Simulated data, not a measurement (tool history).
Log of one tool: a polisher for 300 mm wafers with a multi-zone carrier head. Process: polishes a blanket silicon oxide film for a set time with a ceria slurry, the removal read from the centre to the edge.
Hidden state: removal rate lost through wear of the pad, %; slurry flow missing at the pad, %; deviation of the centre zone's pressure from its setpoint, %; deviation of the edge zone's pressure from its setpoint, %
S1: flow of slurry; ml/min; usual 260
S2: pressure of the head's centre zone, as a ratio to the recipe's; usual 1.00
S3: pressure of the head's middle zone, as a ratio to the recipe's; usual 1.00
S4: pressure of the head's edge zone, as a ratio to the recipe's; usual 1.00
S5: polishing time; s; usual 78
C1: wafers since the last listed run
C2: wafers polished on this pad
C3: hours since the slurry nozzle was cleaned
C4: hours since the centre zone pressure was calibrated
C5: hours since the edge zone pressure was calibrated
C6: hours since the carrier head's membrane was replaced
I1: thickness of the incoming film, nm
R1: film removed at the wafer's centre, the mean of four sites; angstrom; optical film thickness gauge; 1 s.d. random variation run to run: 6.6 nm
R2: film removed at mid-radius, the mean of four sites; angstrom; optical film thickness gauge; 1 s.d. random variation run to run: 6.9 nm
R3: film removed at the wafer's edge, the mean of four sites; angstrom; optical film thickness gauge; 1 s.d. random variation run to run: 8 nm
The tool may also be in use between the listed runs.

run 1 hour=0.0 | S1=260 S2=1.00 S3=1.00 S4=1.00 S5=78 | C1=0 C2=183 C3=501.5 C4=221.9 C5=31.9 C6=0.5 | I1=1705.5 | R1=5250 R2=5392 R3=5413
run 2 hour=5.5 | S1=260 S2=1.00 S3=1.00 S4=1.00 S5=98 | C1=39 C2=223 C3=507.0 C4=227.4 C5=37.4 C6=6.0 | I1=1657.9 | R1=6573 R2=6726 R3=6671
run 3 hour=23.5 | S1=285 S2=0.92 S3=1.05 S4=1.00 S5=51 | C1=130 C2=353 C3=525.0 C4=245.4 C5=55.4 C6=24.0 | I1=1651.9 | R1=3312 R2=3782 R3=3639
run 4 hour=40.4 | S1=260 S2=0.95 S3=1.00 S4=1.00 S5=78 | C1=122 C2=475 C3=541.9 C4=262.3 C5=72.3 C6=40.9 | I1=1651.6 | R1=5143 R2=5426 R3=5537
run 5 hour=55.7 | S1=260 S2=0.97 S3=1.00 S4=0.92 S5=51 | C1=110 C2=586 C3=557.2 C4=277.6 C5=87.6 C6=56.2 | I1=1640.2 | R1=3449 R2=3535 R3=3429
run 6 hour=69.6 | S1=335 S2=1.07 S3=1.10 S4=1.00 S5=78 | C1=100 C2=687 C3=571.1 C4=291.5 C5=101.5 C6=70.1 | I1=1670.3 | R1=5770 R2=6223 R3=5624
run 7 hour=80.3 | S1=260 S2=1.00 S3=1.00 S4=1.00 S5=78 | C1=77 C2=764 C3=581.8 C4=302.2 C5=112.2 C6=80.8 | I1=1663.9 | R1=5396 R2=5559 R3=5237
run 8 hour=87.9 | S1=215 S2=1.00 S3=0.90 S4=1.03 S5=56 | C1=54 C2=819 C3=589.4 C4=309.8 C5=119.8 C6=88.4 | I1=1687.0 | R1=3696 R2=3533 R3=3895
-- hour=90.0 centre zone pressure recalibrated
-- hour=105.7 worn pad replaced by a new one
run 9 hour=106.2 | S1=230 S2=0.94 S3=0.89 S4=1.00 S5=78 | C1=88 C2=3 C3=607.7 C4=16.2 C5=138.1 C6=106.7 | I1=1666.3 | R1=4983 R2=4936 R3=5455
run 10 hour=111.5 | S1=260 S2=1.07 S3=1.00 S4=0.97 S5=78 | C1=38 C2=41 C3=613.0 C4=21.5 C5=143.4 C6=112.0 | I1=1684.1 | R1=5625 R2=5437 R3=5512
-- hour=127.3 slurry nozzle cleaned
run 11 hour=127.8 | S1=285 S2=0.92 S3=1.05 S4=1.00 S5=51 | C1=110 C2=152 C3=0.5 C4=37.8 C5=159.7 C6=128.3 | I1=1657.5 | R1=3362 R2=3731 R3=3540
run 12 hour=143.0 | S1=260 S2=1.08 S3=0.96 S4=0.92 S5=78 | C1=109 C2=262 C3=15.7 C4=53.0 C5=174.9 C6=143.5 | I1=1659.3 | R1=5727 R2=5218 R3=5321
run 13 hour=158.7 | S1=215 S2=1.00 S3=1.00 S4=0.89 S5=61 | C1=113 C2=375 C3=31.4 C4=68.7 C5=190.6 C6=159.2 | I1=1665.0 | R1=4061 R2=4186 R3=4098
run 14 hour=166.5 | S1=260 S2=1.00 S3=1.06 S4=1.12 S5=78 | C1=56 C2=432 C3=39.2 C4=76.5 C5=198.4 C6=167.0 | I1=1656.3 | R1=5362 R2=5760 R3=5615
run 15 hour=173.7 | S1=260 S2=1.08 S3=1.00 S4=1.00 S5=78 | C1=52 C2=484 C3=46.4 C4=83.7 C5=205.6 C6=174.2 | I1=1655.0 | R1=5686 R2=5533 R3=5442
run 16 hour=191.6 | S1=260 S2=1.00 S3=1.06 S4=1.00 S5=78 | C1=129 C2=613 C3=64.3 C4=101.6 C5=223.5 C6=192.1 | I1=1689.3 | R1=5434 R2=5742 R3=5463
run 17 hour=221.2 | S1=260 S2=1.00 S3=1.00 S4=1.05 S5=78 | C1=214 C2=828 C3=93.9 C4=131.2 C5=253.1 C6=221.7 | I1=1686.8 | R1=5354 R2=5541 R3=5508
-- hour=237.2 worn pad replaced by a new one
run 18 hour=237.7 | S1=260 S2=1.00 S3=0.91 S4=1.00 S5=78 | C1=90 C2=3 C3=110.4 C4=147.7 C5=269.6 C6=238.2 | I1=1669.3 | R1=5371 R2=4972 R3=5365
run 19 hour=243.9 | S1=260 S2=1.00 S3=1.00 S4=1.10 S5=59 | C1=44 C2=48 C3=116.6 C4=153.9 C5=275.8 C6=244.4 | I1=1661.2 | R1=4042 R2=4158 R3=4237
run 20 hour=253.6 | S1=260 S2=1.00 S3=1.00 S4=1.00 S5=78 | C1=70 C2=118 C3=126.3 C4=163.6 C5=285.5 C6=254.1 | I1=1675.1 | R1=5294 R2=5536 R3=5488
run 21 hour=269.9 | S1=330 S2=1.00 S3=1.00 S4=0.95 S5=91 | C1=117 C2=236 C3=142.6 C4=179.9 C5=301.8 C6=270.4 | I1=1674.8 | R1=6409 R2=6568 R3=6353

Run 22 is up next; what results do you expect?
run 22 hour=311.9 | S1=260 S2=1.00 S3=1.00 S4=1.00 S5=78 | C1=303 C2=540 C3=184.6 C4=221.9 C5=343.8 C6=312.4 | I1=1668.8 | R1=? R2=? R3=?

{"run 22": {"R1": 5265, "R2": 5533, "R3": 5576}}
Take away the tool's hidden state, keep the run-to-run variation as it was, and the same run would have given R1 5265 angstrom, R2 5533 angstrom, R3 5576 angstrom.

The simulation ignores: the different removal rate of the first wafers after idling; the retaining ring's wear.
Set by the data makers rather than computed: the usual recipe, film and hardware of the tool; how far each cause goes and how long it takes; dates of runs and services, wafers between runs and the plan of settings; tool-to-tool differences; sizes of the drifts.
